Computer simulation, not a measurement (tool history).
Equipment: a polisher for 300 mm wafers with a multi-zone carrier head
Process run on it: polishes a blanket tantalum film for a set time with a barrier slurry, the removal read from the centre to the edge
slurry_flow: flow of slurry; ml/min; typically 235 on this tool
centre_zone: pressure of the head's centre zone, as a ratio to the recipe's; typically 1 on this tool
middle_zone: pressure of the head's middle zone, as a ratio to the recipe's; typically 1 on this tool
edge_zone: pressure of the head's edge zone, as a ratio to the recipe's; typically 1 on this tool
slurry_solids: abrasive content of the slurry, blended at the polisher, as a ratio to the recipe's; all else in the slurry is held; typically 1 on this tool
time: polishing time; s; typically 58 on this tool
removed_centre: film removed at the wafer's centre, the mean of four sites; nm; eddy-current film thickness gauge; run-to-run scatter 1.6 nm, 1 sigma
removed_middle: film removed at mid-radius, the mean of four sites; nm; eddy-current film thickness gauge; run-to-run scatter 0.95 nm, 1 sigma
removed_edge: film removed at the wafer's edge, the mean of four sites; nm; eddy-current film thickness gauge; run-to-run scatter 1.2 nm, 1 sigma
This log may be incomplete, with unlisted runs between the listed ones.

run	hour	slurry_flow	centre_zone	middle_zone	edge_zone	slurry_solids	time	incoming thickness of the incoming film, nm	removed_centre	removed_middle	removed_edge
1	0	235	1	1	1	1	58	310.4	128.9	119.5	120.6
2	15.7	235	1	1	1	1	58	310.7	126.2	119.3	121.1
3	22.8	235	1	1	1	1	58	305.4	129.3	119.5	120.1
# hour 35.7: slurry nozzle cleaned
# hour 39.5: worn pad replaced by a new one
4	40	235	1.08	1	0.88	1	58	309.6	138.1	121.1	115.3
5	49.6	235	1	1	1	1	58	309.3	126.7	120.6	117.8
6	57.6	235	1	1	0.89	0.9	58	313.4	123	113.9	112
# hour 62.4: centre zone pressure recalibrated
7	69.2	235	1	1	1	1	58	313.8	117.8	119.5	120.4
8	76.2	235	1	1	0.89	0.9	58	307.6	112.7	117.5	113.2
# hour 90.9: edge zone pressure recalibrated
# hour 91: carrier head's membrane replaced by a new one
9	91.5	235	1.05	1	1	1	58	307.8	124.1	120.5	118.1
10	93.4	235	1	1	1	1	58	308.3	116	119.4	119
11	108	180	1	1	1	0.8	58	305.1	108	108.2	108.5
12	116.9	210	1	1.08	1	1.3	68	305.1	145.7	157.9	150.3
13	134.9	235	1	1	1	1	58	309.4	119.3	119.5	118.5
14	147.1	155	1	1.09	1	1	58	310.8	114.1	122.8	114.4
# hour 151.4: worn pad replaced by a new one
15	162	295	1	1	1	1	58	306.3	125.2	121.8	120.7
16	175.7	235	1	1	1	0.8	58	315.7	113.6	112.1	113.2
17	183	275	1.04	1	0.93	0.9	58	313.8	125.6	117.8	115.9
18	223.9	260	0.95	1	1.05	1	47	314.8	99.7	99	99.2
19	231.2	190	1	0.88	1	0.7	58	307.4	108.9	95.6	106.4
# hour 242.3: worn pad replaced by a new one
20	243	235	1	0.91	1	1	40	307	85.5	77	82.8
21	260.6	175	1	1	0.92	1.25	58	308.3	128.2	122.6	119.9

Each row is a separate what-if for the run after 21, all from the same tool condition, not one after another. Results?
A	261	235	1	1	0.95	1	58	306.1	?	?	?
B	261	235	0.92	0.89	1	1	64	306.1	?	?	?
C	261	235	0.95	1.12	1	1	58	306.1	?	?	?
D	261	235	1	1	1.11	1	58	306.1	?	?	?
E	261	235	1	1.07	1.09	1	58	306.1	?	?	?

run	removed_centre	removed_middle	removed_edge
A	126.3	118.9	119.5
B	129.5	119.1	133.9
C	120.9	131	120.9
D	126.3	118.9	124.6
E	126.4	125.9	123.9
With the hidden condition removed and each run's random variation left untouched, the same runs would have given:
run	removed_centre	removed_middle	removed_edge
A	117.9	119	119.5
B	120.8	119.1	133.9
C	112.8	131	120.9
D	117.9	119	124.6
E	118	126	123.9
